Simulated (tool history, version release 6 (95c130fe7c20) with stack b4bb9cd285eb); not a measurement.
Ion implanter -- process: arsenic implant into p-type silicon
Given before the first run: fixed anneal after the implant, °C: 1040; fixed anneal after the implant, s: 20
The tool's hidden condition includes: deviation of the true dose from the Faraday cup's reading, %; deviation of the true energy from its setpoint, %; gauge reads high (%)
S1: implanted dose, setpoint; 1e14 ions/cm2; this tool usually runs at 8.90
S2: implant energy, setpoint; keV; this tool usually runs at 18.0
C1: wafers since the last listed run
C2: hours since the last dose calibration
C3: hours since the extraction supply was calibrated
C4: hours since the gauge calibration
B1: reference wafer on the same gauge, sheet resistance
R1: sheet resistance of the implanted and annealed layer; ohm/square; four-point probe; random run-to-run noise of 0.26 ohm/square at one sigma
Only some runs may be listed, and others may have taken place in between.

Run 1, day 0.000: usual settings; C1 0; C2 1068.6; C3 4640.1; C4 173.2; B1 106.00. Result: R1 123.55 ohm/square.
Run 2, day 0.558: usual settings; C1 324; C2 1082.0; C3 4653.5; C4 186.6; B1 106.00. Result: R1 123.83 ohm/square.
Run 3, day 1.992: usual settings; C1 834; C2 1116.4; C3 4687.9; C4 221.0; B1 105.99. Result: R1 123.57 ohm/square.
Run 4, day 2.825: usual settings; C1 484; C2 1136.4; C3 4707.9; C4 241.0; B1 106.01. Result: R1 123.94 ohm/square.
Run 5, day 3.525: usual settings; C1 407; C2 1153.2; C3 4724.7; C4 257.8; B1 106.02. Result: R1 124.03 ohm/square.
Run 6, day 4.033: usual settings; C1 295; C2 1165.4; C3 4736.9; C4 270.0; B1 105.97. Result: R1 123.73 ohm/square.
Run 7, day 5.108: usual settings but S1 6.85 1e14 ions/cm2, S2 14.5 keV; C1 625; C2 1191.2; C3 4762.7; C4 295.8; B1 105.99. Result: R1 152.24 ohm/square.
Run 8, day 6.346: usual settings but S1 6.85 1e14 ions/cm2, S2 14.5 keV; C1 720; C2 1220.9; C3 4792.4; C4 325.5; B1 105.98. Result: R1 151.66 ohm/square.
Run 9, day 7.342: usual settings but S1 6.85 1e14 ions/cm2, S2 14.5 keV; C1 579; C2 1244.8; C3 4816.3; C4 349.4; B1 106.01. Result: R1 152.07 ohm/square.
At day 8.550: gauge calibrated.
Run 10, day 9.754: usual settings but S2 14.0 keV; C1 1403; C2 1302.7; C3 4874.2; C4 28.9; B1 105.95. Result: R1 126.85 ohm/square.
Run 11, day 10.958: usual settings but S1 11.22 1e14 ions/cm2, S2 15.0 keV; C1 700; C2 1331.6; C3 4903.1; C4 57.8; B1 106.00. Result: R1 109.51 ohm/square.
Run 12, day 12.000: usual settings but S1 11.46 1e14 ions/cm2, S2 12.5 keV; C1 606; C2 1356.6; C3 4928.1; C4 82.8; B1 106.00. Result: R1 110.09 ohm/square.
Run 13, day 12.829: usual settings but S1 10.88 1e14 ions/cm2, S2 16.0 keV; C1 482; C2 1376.5; C3 4948.0; C4 102.7; B1 106.00. Result: R1 110.71 ohm/square.
Run 14, day 14.000: usual settings; C1 681; C2 1404.6; C3 4976.1; C4 130.8; B1 106.04. Result: R1 124.19 ohm/square.
At day 14.938: extraction supply calibrated.
Run 15, day 15.188: usual settings but S1 11.09 1e14 ions/cm2; C1 497; C2 1433.1; C3 6.0; C4 159.3; B1 106.03. Result: R1 107.92 ohm/square.
At day 16.517: Faraday cup replaced and dose calibrated.
Run 16, day 16.538: usual settings but S1 11.26 1e14 ions/cm2, S2 13.5 keV; C1 591; C2 0.5; C3 38.4; C4 191.7; B1 105.97. Result: R1 113.77 ohm/square.
Run 17, day 17.717: usual settings but S1 7.92 1e14 ions/cm2; C1 686; C2 28.8; C3 66.7; C4 220.0; B1 106.01. Result: R1 139.05 ohm/square.
Run 18, day 18.775: usual settings; C1 615; C2 54.2; C3 92.1; C4 245.4; B1 106.01. Result: R1 128.03 ohm/square.
Run 19, day 19.708: usual settings but S1 7.66 1e14 ions/cm2, S2 19.5 keV; C1 543; C2 76.6; C3 114.5; C4 267.8; B1 106.03. Result: R1 140.64 ohm/square.
Run 20, day 21.033: usual settings; C1 771; C2 108.4; C3 146.3; C4 299.6; B1 105.97. Result: R1 127.45 ohm/square.
Run 21, day 21.983: usual settings but S1 9.88 1e14 ions/cm2, S2 22.0 keV; C1 552; C2 131.2; C3 169.1; C4 322.4; B1 106.09. Result: R1 116.16 ohm/square.

Exercise: give the hidden state of the tool at every run:
deviation of the true energy from its setpoint, %: 0 on each run
gauge reads high (%): 0 on each run
H1: deviation of the true dose from the Faraday cup's reading, %
run      H1
  1    4.43
  2    4.45
  3    4.49
  4    4.52
  5    4.54
  6    4.55
  7    4.58
  8    4.61
  9    4.64
 10    4.69
 11    4.72
 12    4.74
 13    4.76
 14    4.78
 15     4.8
 16  -0.448
 17  -0.188
 18  0.0342
 19   0.222
 20   0.476
 21    0.65
